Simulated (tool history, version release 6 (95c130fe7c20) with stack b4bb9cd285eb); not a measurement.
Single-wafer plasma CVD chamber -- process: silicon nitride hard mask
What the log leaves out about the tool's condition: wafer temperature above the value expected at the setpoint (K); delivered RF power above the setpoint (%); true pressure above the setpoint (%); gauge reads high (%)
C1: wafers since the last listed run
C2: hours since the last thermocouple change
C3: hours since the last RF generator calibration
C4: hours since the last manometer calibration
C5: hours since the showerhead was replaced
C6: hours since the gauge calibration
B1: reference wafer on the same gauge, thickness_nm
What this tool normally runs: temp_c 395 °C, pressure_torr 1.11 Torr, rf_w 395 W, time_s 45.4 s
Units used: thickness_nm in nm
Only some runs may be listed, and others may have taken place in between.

run 1 hour=0 | temp_c=395 pressure_torr=1.11 rf_w=395 time_s=45.4 | C1=0 C2=1507.4 C3=2008.5 C4=1522.4 C5=2402.9 C6=9.9 | B1=45.796 | thickness_nm=53.446
run 2 hour=7.3 | temp_c=395 pressure_torr=1.11 rf_w=395 time_s=45.4 | C1=113 C2=1514.7 C3=2015.8 C4=1529.7 C5=2410.2 C6=17.2 | B1=45.788 | thickness_nm=53.397
run 3 hour=14.5 | temp_c=395 pressure_torr=1.11 rf_w=395 time_s=45.4 | C1=111 C2=1521.9 C3=2023 C4=1536.9 C5=2417.4 C6=24.4 | B1=45.8 | thickness_nm=53.253
run 4 hour=21.1 | temp_c=395 pressure_torr=1.11 rf_w=395 time_s=45.4 | C1=102 C2=1528.5 C3=2029.6 C4=1543.5 C5=2424 C6=31 | B1=45.793 | thickness_nm=53.276
run 5 hour=37.1 | temp_c=395 pressure_torr=1.11 rf_w=395 time_s=45.4 | C1=247 C2=1544.5 C3=2045.6 C4=1559.5 C5=2440 C6=47 | B1=45.789 | thickness_nm=53.295
run 6 hour=47.4 | temp_c=395 pressure_torr=1.11 rf_w=395 time_s=49.3 | C1=159 C2=1554.8 C3=2055.9 C4=1569.8 C5=2450.3 C6=57.3 | B1=45.793 | thickness_nm=57.703
-- hour=71.4 thermocouple changed; heater temperature recalibrated
run 7 hour=71.9 | temp_c=395 pressure_torr=1.11 rf_w=395 time_s=49.3 | C1=255 C2=0.5 C3=2080.4 C4=1594.3 C5=2474.8 C6=81.8 | B1=45.8 | thickness_nm=57.726
run 8 hour=79.7 | temp_c=395 pressure_torr=1.05 rf_w=395 time_s=45.4 | C1=120 C2=8.3 C3=2088.2 C4=1602.1 C5=2482.6 C6=89.6 | B1=45.801 | thickness_nm=52.418
run 9 hour=93.9 | temp_c=395 pressure_torr=1.11 rf_w=395 time_s=45.4 | C1=219 C2=22.5 C3=2102.4 C4=1616.3 C5=2496.8 C6=103.8 | B1=45.805 | thickness_nm=53.14
run 10 hour=105.3 | temp_c=395 pressure_torr=1.11 rf_w=395 time_s=51.7 | C1=176 C2=33.9 C3=2113.8 C4=1627.7 C5=2508.2 C6=115.2 | B1=45.782 | thickness_nm=60.547
run 11 hour=122.8 | temp_c=386 pressure_torr=0.99 rf_w=395 time_s=45.4 | C1=270 C2=51.4 C3=2131.3 C4=1645.2 C5=2525.7 C6=132.7 | B1=45.797 | thickness_nm=51.639
-- hour=124.3 gauge calibrated
-- hour=138.5 RF generator calibrated
run 12 hour=139.9 | temp_c=400 pressure_torr=1.25 rf_w=470 time_s=36.7 | C1=140 C2=68.5 C3=1.4 C4=1662.3 C5=2542.8 C6=15.6 | B1=45.786 | thickness_nm=51.283
run 13 hour=155.7 | temp_c=395 pressure_torr=1.11 rf_w=395 time_s=45.4 | C1=244 C2=84.3 C3=17.2 C4=1678.1 C5=2558.6 C6=31.4 | B1=45.802 | thickness_nm=55.44
-- hour=169.1 showerhead replaced
run 14 hour=169.6 | temp_c=407 pressure_torr=1.18 rf_w=325 time_s=45.4 | C1=91 C2=98.2 C3=31.1 C4=1692 C5=0.5 C6=45.3 | B1=45.808 | thickness_nm=49.241
run 15 hour=177.4 | temp_c=395 pressure_torr=1.11 rf_w=395 time_s=45.4 | C1=120 C2=106 C3=38.9 C4=1699.8 C5=8.3 C6=53.1 | B1=45.799 | thickness_nm=55.193
-- hour=187.5 capacitance manometer re-zeroed and calibrated
run 16 hour=187.9 | temp_c=395 pressure_torr=1.11 rf_w=315 time_s=49.7 | C1=38 C2=116.5 C3=49.4 C4=0.4 C5=18.8 C6=63.6 | B1=45.799 | thickness_nm=52.007
run 17 hour=204.4 | temp_c=395 pressure_torr=1.26 rf_w=475 time_s=45.4 | C1=255 C2=133 C3=65.9 C4=16.9 C5=35.3 C6=80.1 | B1=45.797 | thickness_nm=63.897
run 18 hour=220.4 | temp_c=395 pressure_torr=0.88 rf_w=475 time_s=45.4 | C1=247 C2=149 C3=81.9 C4=32.9 C5=51.3 C6=96.1 | B1=45.784 | thickness_nm=58.105
-- hour=230.3 gauge calibrated
run 19 hour=237 | temp_c=409 pressure_torr=1.11 rf_w=395 time_s=45.4 | C1=257 C2=165.6 C3=98.5 C4=49.5 C5=67.9 C6=6.7 | B1=45.796 | thickness_nm=54.907

Branching from run 19: 3 alternative next runs. What would each branch give?
run A hour=237.4 | temp_c=395 pressure_torr=1.11 rf_w=395 time_s=45.4 | C1=6 C2=166 C3=98.9 C4=49.9 C5=68.3 C6=7.1 | B1=? | thickness_nm=?
run B hour=237.4 | temp_c=409 pressure_torr=1.27 rf_w=395 time_s=45.4 | C1=6 C2=166 C3=98.9 C4=49.9 C5=68.3 C6=7.1 | B1=? | thickness_nm=?
run C hour=237.4 | temp_c=406 pressure_torr=1.18 rf_w=470 time_s=42.7 | C1=6 C2=166 C3=98.9 C4=49.9 C5=68.3 C6=7.1 | B1=? | thickness_nm=?

run=A B1=45.785 thickness_nm=55.117
run=B B1=45.785 thickness_nm=56.705
run=C B1=45.785 thickness_nm=58.293
The same runs, with their run-to-run variation unchanged, on a tool lacking any hidden condition would have given:
run=A thickness_nm=55.921
run=B thickness_nm=57.532
run=C thickness_nm=59.113
